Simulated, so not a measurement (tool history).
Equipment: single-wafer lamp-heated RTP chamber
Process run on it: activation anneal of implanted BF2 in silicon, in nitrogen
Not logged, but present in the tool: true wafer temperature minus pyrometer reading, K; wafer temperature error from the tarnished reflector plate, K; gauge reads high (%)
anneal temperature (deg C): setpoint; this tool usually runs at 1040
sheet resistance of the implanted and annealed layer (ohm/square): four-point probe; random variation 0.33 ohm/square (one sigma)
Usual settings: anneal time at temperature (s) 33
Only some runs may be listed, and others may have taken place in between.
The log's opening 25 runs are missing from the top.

run,day,anneal temperature (deg C),anneal time at temperature (s),wafers since the last listed run,wafers since the last pyrometer calibration,wafers since the reflector plate was cleaned,hours since the gauge calibration,"read-back reference wafer on the same gauge, sheet resistance",sheet resistance of the implanted and annealed layer (ohm/square)
26,25.067,1030,48,226,2694,2620,426.7,210.09,215.86
27,26.421,1060,27,294,2989,2915,459.2,210.05,216.51
# day 27.367: pyrometer window cleaned and pyrometer calibrated
28,27.388,1069,52,137,4,3052,482.4,210.04,210.9
29,27.812,1040,33,92,97,3145,492.6,209.96,217.95
30,28.504,1040,33,150,247,3295,509.2,210.04,218.78
31,29.433,1061,42,202,449,3497,531.5,210.08,213.7
32,30.15,1040,33,155,605,3653,548.7,209.94,218.35
33,31.479,1070,44,289,894,3942,580.6,210.05,212.14
34,32.579,1055,15,239,1134,4182,607,210.01,220.68
35,33.2,1040,33,135,1269,4317,621.9,209.97,217.85
36,33.808,1067,51,132,1401,4449,636.5,210.09,211.02
37,35,1031,49,259,1660,4708,665.1,209.98,216.21

Consider 4 possible next runs. They are alternatives, not a sequence: every one starts from the tool as it was left by run 37. What does each give?
A,35.017,1040,33,3,1664,4712,665.5,?,?
B,35.017,1049,19,3,1664,4712,665.5,?,?
C,35.017,1057,46,3,1664,4712,665.5,?,?
D,35.017,1060,18,3,1664,4712,665.5,?,?

run,"read-back reference wafer on the same gauge, sheet resistance",sheet resistance of the implanted and annealed layer (ohm/square)
A,209.95,218.25
B,209.95,220.33
C,209.95,213.71
D,209.95,219.62
The same runs, with their run-to-run variation unchanged, on a tool lacking any hidden condition would have given:
run,sheet resistance of the implanted and annealed layer (ohm/square)
A,218.68
B,220.69
C,214.31
D,219.97

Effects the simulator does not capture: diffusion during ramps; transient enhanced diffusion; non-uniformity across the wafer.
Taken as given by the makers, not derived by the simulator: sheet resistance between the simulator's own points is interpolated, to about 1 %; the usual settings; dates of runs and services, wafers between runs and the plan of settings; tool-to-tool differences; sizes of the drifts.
